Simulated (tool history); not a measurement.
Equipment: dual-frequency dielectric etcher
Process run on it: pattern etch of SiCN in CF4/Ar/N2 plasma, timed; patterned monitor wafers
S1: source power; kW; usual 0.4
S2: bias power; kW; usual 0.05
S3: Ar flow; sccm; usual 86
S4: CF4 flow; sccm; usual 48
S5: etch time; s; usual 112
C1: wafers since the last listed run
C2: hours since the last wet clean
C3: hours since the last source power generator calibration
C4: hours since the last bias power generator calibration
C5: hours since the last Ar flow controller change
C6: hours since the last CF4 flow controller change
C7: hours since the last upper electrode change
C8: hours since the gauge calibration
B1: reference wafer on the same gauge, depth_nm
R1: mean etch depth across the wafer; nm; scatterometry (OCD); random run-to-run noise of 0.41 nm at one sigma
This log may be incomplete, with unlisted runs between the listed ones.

run	hour	S1	S2	S3	S4	S5	C1	C2	C3	C4	C5	C6	C7	C8	B1	R1
1	0	0.4	0.05	86	37	84	0	478.5	428.3	186.4	5815	3253.5	4565.8	1613	71.6	50.1
2	57.7	0.4	0.05	75	48	93.5	331	536.2	486	244.1	5872.7	3311.2	4623.5	1670.7	71.7	59.8
3	97.5	0.4	0.04	86	48	112	228	576	525.8	283.9	5912.5	3351	4663.3	1710.5	71.8	66
4	129.5	0.4	0.05	86	48	134	184	608	557.8	315.9	5944.5	3383	4695.3	1742.5	71.7	82.9
# hour 190.3: wet clean of the chamber
5	196.1	0.4	0.05	86	48	112	245	5.8	624.4	382.5	6011.1	3449.6	4761.9	1809.1	71.9	69.2
# hour 229.2: Ar flow controller replaced
6	238.8	0.4	0.05	86	48	112	211	48.5	667.1	425.2	9.6	3492.3	4804.6	1851.8	71.8	69.8
7	282.7	0.4	0.05	86	48	97	252	92.4	711	469.1	53.5	3536.2	4848.5	1895.7	71.8	59.7
# hour 313.5: CF4 flow controller replaced
8	314	0.4	0.05	86	48	112	145	123.7	742.3	500.4	84.8	0.5	4879.8	1927	71.8	69.1
# hour 385.3: upper electrode replaced
9	385.8	0.4	0.046	73	48	112	274	195.5	814.1	572.2	156.6	72.3	0.5	1998.8	71.7	70.6
10	436.9	0.35	0.06	86	48	80.5	293	246.6	865.2	623.3	207.7	123.4	51.6	2049.9	71.7	45.7
11	489.3	0.4	0.05	86	42	91.5	301	299	917.6	675.7	260.1	175.8	104	2102.3	71.8	55.2
12	533.1	0.4	0.04	69	43	132	251	342.8	961.4	719.5	303.9	219.6	147.8	2146.1	71.9	78.8
# hour 533.9: gauge calibrated
13	635.1	0.45	0.05	86	53	112	586	444.8	1063.4	821.5	405.9	321.6	249.8	101.2	71.9	78.5
14	661	0.46	0.05	86	48	86.5	148	470.7	1089.3	847.4	431.8	347.5	275.7	127.1	71.6	60.8
15	722.7	0.4	0.05	86	48	112	354	532.4	1151	909.1	493.5	409.2	337.4	188.8	71.8	68.9
# hour 771.5: wet clean of the chamber
16	772	0.35	0.05	86	44	112	145	0.5	1200.3	958.4	542.8	458.5	386.7	238.1	71.7	59.1
17	814.8	0.4	0.05	86	54	112	246	43.3	1243.1	1001.2	585.6	501.3	429.5	280.9	71.9	69.8
18	857.4	0.4	0.05	86	48	103	245	85.9	1285.7	1043.8	628.2	543.9	472.1	323.5	71.8	62.9
19	896.2	0.4	0.05	86	48	112	223	124.7	1324.5	1082.6	667	582.7	510.9	362.3	71.7	68.3
20	945.2	0.35	0.043	106	48	134.5	281	173.7	1373.5	1131.6	716	631.7	559.9	411.3	71.7	65.6
21	985.5	0.35	0.055	67	48	112	231	214	1413.8	1171.9	756.3	672	600.2	451.6	71.7	64.3
# hour 1049: source power generator calibrated
22	1051.6	0.31	0.05	86	48	112	357	280.1	2.6	1238	822.4	738.1	666.3	517.7	71.9	53

Run by run, hidden condition taken away, random variation retained:
What the log doesn't record here: etch rate over this chamber's usual, %; source power that arrives over what is set, %; bias power that arrives over what is set, %; Ar flow that arrives over what is set, %; CF4 flow that arrives over what is set, %; gauge reads high (%).
run	R1
1	50.1
2	59.9
3	66
4	83.1
5	69.4
6	70
7	59.9
8	69.4
9	70.9
10	46
11	55.6
12	79.4
13	79.3
14	61.4
15	69.6
16	59.8
17	70.8
18	63.8
19	69.3
20	66.7
21	65.5
22	53.1
